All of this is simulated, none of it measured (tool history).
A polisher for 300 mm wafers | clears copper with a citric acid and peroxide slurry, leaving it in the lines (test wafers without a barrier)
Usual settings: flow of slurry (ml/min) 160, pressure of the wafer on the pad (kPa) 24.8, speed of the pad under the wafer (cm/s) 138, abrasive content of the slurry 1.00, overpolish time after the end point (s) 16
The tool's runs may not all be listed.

| run | hour | flow of slurry (ml/min) | pressure of the wafer on the pad (kPa) | speed of the pad under the wafer (cm/s) | abrasive content of the slurry | overpolish time after the end point (s) | incoming thickness of the incoming film, nm | time until the end point was called (s) | dishing of a wide line in a test structure (angstrom) |
|---|---|---|---|---|---|---|---|---|---|
| 1 | 0.0 | 160 | 24.8 | 138 | 1.00 | 16 | 473.9 | 141.7 | 307 |
| 2 | 34.6 | 160 | 24.8 | 138 | 1.00 | 16 | 476.1 | 143.8 | 296 |
| 3 | 94.0 | 160 | 24.8 | 138 | 1.00 | 16 | 467.2 | 137.4 | 310 |
| 4 | 142.0 | 160 | 24.8 | 138 | 1.20 | 16 | 480.7 | 141.0 | 300 |
| 5 | 188.0 | 160 | 24.8 | 138 | 1.20 | 16 | 471.5 | 143.8 | 292 |
| 6 | 227.9 | 160 | 24.8 | 138 | 1.20 | 16 | 473.9 | 141.8 | 294 |
|  | 234.1 | slurry nozzle cleaned |
| 7 | 296.3 | 160 | 18.6 | 108 | 1.00 | 16 | 470.4 | 206.4 | 231 |
|  | 304.0 | slurry blender recalibrated |
| 8 | 353.2 | 160 | 24.8 | 138 | 1.00 | 16 | 465.0 | 135.4 | 304 |
|  | 388.1 | worn pad replaced by a new one |
| 9 | 395.7 | 160 | 24.8 | 138 | 1.00 | 16 | 464.0 | 133.8 | 313 |
| 10 | 435.4 | 160 | 24.8 | 138 | 1.00 | 25 | 466.1 | 137.9 | 415 |
| 11 | 482.1 | 160 | 24.8 | 138 | 1.15 | 16 | 469.1 | 131.1 | 323 |
| 12 | 508.8 | 160 | 24.8 | 138 | 1.00 | 16 | 468.2 | 138.3 | 297 |
| 13 | 704.9 | 160 | 24.8 | 138 | 1.00 | 16 | 471.8 | 144.1 | 298 |
|  | 710.6 | slurry blender recalibrated |
|  | 729.8 | slurry nozzle cleaned |
| 14 | 730.3 | 160 | 24.8 | 138 | 1.00 | 16 | 468.3 | 133.2 | 318 |

The next listed run, before its measurement:
| 15 | 768.5 | 160 | 24.8 | 96 | 1.00 | 16 | 471.1 | ? | ? |

time until the end point was called (s): 193.1
dishing of a wide line in a test structure (angstrom): 245
Without the tool's hidden state the same run would have given time until the end point was called (s) 191.6, dishing of a wide line in a test structure (angstrom) 247.
